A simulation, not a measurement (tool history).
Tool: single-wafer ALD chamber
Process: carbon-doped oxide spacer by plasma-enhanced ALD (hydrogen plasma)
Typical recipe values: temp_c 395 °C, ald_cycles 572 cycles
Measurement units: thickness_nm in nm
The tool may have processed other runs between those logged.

| run | hour | temp_c | ald_cycles | read-back reference wafer on the same gauge, thickness_nm | thickness_nm |
|---|---|---|---|---|---|
| 1 | 0.0 | 395 | 572 | 31.355 | 28.035 |
| 2 | 60.2 | 395 | 572 | 31.393 | 28.274 |
| 3 | 107.2 | 395 | 500 | 31.309 | 24.358 |
| 4 | 138.4 | 395 | 500 | 31.382 | 24.034 |
| 5 | 188.3 | 395 | 572 | 31.326 | 27.803 |
| 6 | 239.5 | 387 | 572 | 31.335 | 27.980 |
| 7 | 269.9 | 395 | 572 | 31.161 | 27.998 |
| 8 | 343.9 | 391 | 572 | 31.252 | 27.690 |
| 9 | 531.0 | 395 | 572 | 31.183 | 27.607 |
| 10 | 565.1 | 395 | 572 | 31.087 | 27.453 |
| 11 | 612.0 | 404 | 600 | 31.155 | 28.411 |
| 12 | 659.6 | 404 | 600 | 31.030 | 28.625 |
| 13 | 720.2 | 404 | 600 | 30.915 | 28.569 |
|  | 730.1 | thermocouple changed; heater temperature recalibrated |
| 14 | 761.9 | 408 | 627 | 30.912 | 29.416 |
| 15 | 815.1 | 390 | 502 | 30.938 | 24.350 |
| 16 | 853.0 | 382 | 507 | 30.842 | 24.404 |
| 17 | 1004.8 | 408 | 627 | 30.869 | 29.426 |
|  | 1182.8 | gauge calibrated |
| 18 | 1193.4 | 400 | 646 | 31.332 | 31.556 |
| 19 | 1377.8 | 407 | 677 | 31.388 | 31.998 |
| 20 | 1509.1 | 395 | 572 | 31.303 | 27.455 |
| 21 | 1571.8 | 395 | 572 | 31.338 | 27.591 |
| 22 | 1643.0 | 395 | 572 | 31.272 | 27.900 |
| 23 | 1692.6 | 383 | 572 | 31.316 | 27.941 |
| 24 | 1737.8 | 404 | 626 | 31.259 | 30.096 |
| 25 | 1772.2 | 408 | 572 | 31.266 | 26.961 |
| 26 | 1808.1 | 395 | 539 | 31.229 | 26.368 |
| 27 | 1848.6 | 395 | 635 | 31.263 | 31.147 |

Branching from run 27: 4 alternative next runs. What would each branch give?
| A | 1849.9 | 401 | 572 | ? | ? |
| B | 1849.9 | 409 | 536 | ? | ? |
| C | 1849.9 | 384 | 627 | ? | ? |
| D | 1849.9 | 405 | 539 | ? | ? |

| run | read-back reference wafer on the same gauge, thickness_nm | thickness_nm |
|---|---|---|
| A | 31.117 | 27.654 |
| B | 31.117 | 25.201 |
| C | 31.117 | 30.481 |
| D | 31.117 | 25.700 |
Without the tool's hidden state the same runs would have given:
| run | thickness_nm |
|---|---|
| A | 27.843 |
| B | 25.373 |
| C | 30.690 |
| D | 25.876 |
